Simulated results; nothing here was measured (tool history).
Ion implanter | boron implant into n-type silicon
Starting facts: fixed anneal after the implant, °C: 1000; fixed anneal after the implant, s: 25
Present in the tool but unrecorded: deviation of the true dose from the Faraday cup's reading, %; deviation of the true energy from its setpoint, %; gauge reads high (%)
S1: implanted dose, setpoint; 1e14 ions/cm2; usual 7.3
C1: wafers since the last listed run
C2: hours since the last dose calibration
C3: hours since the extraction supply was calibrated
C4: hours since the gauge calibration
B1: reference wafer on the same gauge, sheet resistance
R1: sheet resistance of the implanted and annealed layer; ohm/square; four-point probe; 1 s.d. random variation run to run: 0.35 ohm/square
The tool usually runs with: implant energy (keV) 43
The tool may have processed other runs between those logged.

run 1 hour=0 | S1=6.22 implant_energy_(keV)=43 | C1=0 C2=772.1 C3=4896.6 C4=119.1 | B1=173 | R1=191.87
run 2 hour=31.3 | S1=6.22 implant_energy_(keV)=43 | C1=708 C2=803.4 C3=4927.9 C4=150.4 | B1=172.99 | R1=191.52
run 3 hour=48.7 | S1=7.3 implant_energy_(keV)=43 | C1=394 C2=820.8 C3=4945.3 C4=167.8 | B1=173.04 | R1=169.29
run 4 hour=60.4 | S1=7.3 implant_energy_(keV)=43 | C1=265 C2=832.5 C3=4957 C4=179.5 | B1=173.01 | R1=168.57
run 5 hour=75.1 | S1=7.3 implant_energy_(keV)=43 | C1=332 C2=847.2 C3=4971.7 C4=194.2 | B1=172.97 | R1=168.47
run 6 hour=88.2 | S1=7.3 implant_energy_(keV)=43 | C1=296 C2=860.3 C3=4984.8 C4=207.3 | B1=173.05 | R1=169.01
run 7 hour=100.9 | S1=7.3 implant_energy_(keV)=43 | C1=287 C2=873 C3=4997.5 C4=220 | B1=173.03 | R1=168.85
run 8 hour=117.6 | S1=7.3 implant_energy_(keV)=43 | C1=378 C2=889.7 C3=5014.2 C4=236.7 | B1=172.99 | R1=168.72
run 9 hour=134.6 | S1=7.3 implant_energy_(keV)=43 | C1=385 C2=906.7 C3=5031.2 C4=253.7 | B1=172.9 | R1=168.15
run 10 hour=147.1 | S1=8.35 implant_energy_(keV)=43 | C1=283 C2=919.2 C3=5043.7 C4=266.2 | B1=172.97 | R1=151.67
run 11 hour=157.5 | S1=7.3 implant_energy_(keV)=43 | C1=235 C2=929.6 C3=5054.1 C4=276.6 | B1=172.96 | R1=169.57
run 12 hour=172.6 | S1=7.3 implant_energy_(keV)=43 | C1=342 C2=944.7 C3=5069.2 C4=291.7 | B1=173.03 | R1=169.02
run 13 hour=189.4 | S1=7.3 implant_energy_(keV)=43 | C1=380 C2=961.5 C3=5086 C4=308.5 | B1=172.93 | R1=168.76
-- hour=204 extraction supply calibrated
run 14 hour=204.5 | S1=7.3 implant_energy_(keV)=43 | C1=160 C2=976.6 C3=0.5 C4=323.6 | B1=173.04 | R1=168.4
run 15 hour=205.9 | S1=7.3 implant_energy_(keV)=43 | C1=31 C2=978 C3=1.9 C4=325 | B1=172.95 | R1=169.01
run 16 hour=217.3 | S1=7.3 implant_energy_(keV)=43 | C1=258 C2=989.4 C3=13.3 C4=336.4 | B1=172.98 | R1=168.34
run 17 hour=231.6 | S1=7.3 implant_energy_(keV)=43 | C1=323 C2=1003.7 C3=27.6 C4=350.7 | B1=173.01 | R1=168.92
run 18 hour=247.9 | S1=7.3 implant_energy_(keV)=43 | C1=369 C2=1020 C3=43.9 C4=367 | B1=172.98 | R1=169.46
run 19 hour=259.5 | S1=8.9 implant_energy_(keV)=53.5 | C1=262 C2=1031.6 C3=55.5 C4=378.6 | B1=173.04 | R1=142.72
run 20 hour=274.1 | S1=7.3 implant_energy_(keV)=43 | C1=330 C2=1046.2 C3=70.1 C4=393.2 | B1=172.93 | R1=168.6
-- hour=289.4 gauge calibrated
run 21 hour=290.6 | S1=7.3 implant_energy_(keV)=43 | C1=373 C2=1062.7 C3=86.6 C4=1.2 | B1=173.05 | R1=168.4
run 22 hour=300.2 | S1=9.36 implant_energy_(keV)=37 | C1=217 C2=1072.3 C3=96.2 C4=10.8 | B1=173.03 | R1=139.09
-- hour=313.1 Faraday cup replaced and dose calibrated
run 23 hour=317.6 | S1=7.3 implant_energy_(keV)=48.5 | C1=212 C2=4.5 C3=113.6 C4=28.2 | B1=173.01 | R1=171.14
run 24 hour=324.5 | S1=7.88 implant_energy_(keV)=33.5 | C1=156 C2=11.4 C3=120.5 C4=35.1 | B1=172.96 | R1=165.06
run 25 hour=335 | S1=5.44 implant_energy_(keV)=56 | C1=237 C2=21.9 C3=131 C4=45.6 | B1=173.03 | R1=213.88
run 26 hour=346.4 | S1=8.1 implant_energy_(keV)=29 | C1=258 C2=33.3 C3=142.4 C4=57 | B1=173.02 | R1=163.79
run 27 hour=358.2 | S1=7.3 implant_energy_(keV)=55.5 | C1=267 C2=45.1 C3=154.2 C4=68.8 | B1=173 | R1=170.36
-- hour=374.8 Faraday cup replaced and dose calibrated, repeated, since the last time left the tool worse
run 28 hour=376.1 | S1=9.3 implant_energy_(keV)=39 | C1=224 C2=1.3 C3=172.1 C4=86.7 | B1=173.07 | R1=134.99
run 29 hour=391.8 | S1=7.3 implant_energy_(keV)=50.5 | C1=355 C2=17 C3=187.8 C4=102.4 | B1=172.98 | R1=161.87
run 30 hour=402.6 | S1=8.66 implant_energy_(keV)=34 | C1=244 C2=27.8 C3=198.6 C4=113.2 | B1=172.93 | R1=144.15
run 31 hour=410.2 | S1=6.05 implant_energy_(keV)=29.5 | C1=172 C2=35.4 C3=206.2 C4=120.8 | B1=172.9 | R1=197.08
run 32 hour=417.1 | S1=8.57 implant_energy_(keV)=47 | C1=156 C2=42.3 C3=213.1 C4=127.7 | B1=173 | R1=143.73
run 33 hour=432 | S1=7.3 implant_energy_(keV)=43 | C1=337 C2=57.2 C3=228 C4=142.6 | B1=172.96 | R1=163.77
run 34 hour=439.6 | S1=7.3 implant_energy_(keV)=50 | C1=172 C2=64.8 C3=235.6 C4=150.2 | B1=173.03 | R1=162.71
run 35 hour=452.6 | S1=9.36 implant_energy_(keV)=37 | C1=294 C2=77.8 C3=248.6 C4=163.2 | B1=173.06 | R1=135.1
run 36 hour=462.5 | S1=8.36 implant_energy_(keV)=36.5 | C1=224 C2=87.7 C3=258.5 C4=173.1 | B1=173 | R1=148.59
run 37 hour=474.1 | S1=6.74 implant_energy_(keV)=43 | C1=262 C2=99.3 C3=270.1 C4=184.7 | B1=172.99 | R1=175.71

Some steps in R1, run to run, broken into two amounts with sign: the step expected even without the hidden condition (settings, incoming material, random variation), and the rest, left for the hidden condition together with whatever gauge scatter is not in both the measured and the hidden-condition-free result:
Run 22 -> 23: S1 9.36 -> 7.3, implant energy (keV) 37 -> 48.5, Faraday cup replaced and dose calibrated. R1 +32.05 ohm/square: hidden state +4.15, all else +27.9.
Run 24 -> 25: S1 7.88 -> 5.44, implant energy (keV) 33.5 -> 56. R1 +48.82 ohm/square: hidden state +2.07, all else +46.75.
Run 25 -> 26: S1 5.44 -> 8.1, implant energy (keV) 56 -> 29. R1 -50.09 ohm/square: hidden state -1.72, all else -48.37.
Run 27 -> 28: S1 7.3 -> 9.3, implant energy (keV) 55.5 -> 39, Faraday cup replaced and dose calibrated, repeated, since the last time left the tool worse. R1 -35.37 ohm/square: hidden state -9.37, all else -26.
Run 30 -> 31: S1 8.66 -> 6.05, implant energy (keV) 34 -> 29.5. R1 +52.93 ohm/square: hidden state -0.06, all else +52.99.
Run 31 -> 32: S1 6.05 -> 8.57, implant energy (keV) 29.5 -> 47. R1 -53.35 ohm/square: hidden state +0.24, all else -53.59.

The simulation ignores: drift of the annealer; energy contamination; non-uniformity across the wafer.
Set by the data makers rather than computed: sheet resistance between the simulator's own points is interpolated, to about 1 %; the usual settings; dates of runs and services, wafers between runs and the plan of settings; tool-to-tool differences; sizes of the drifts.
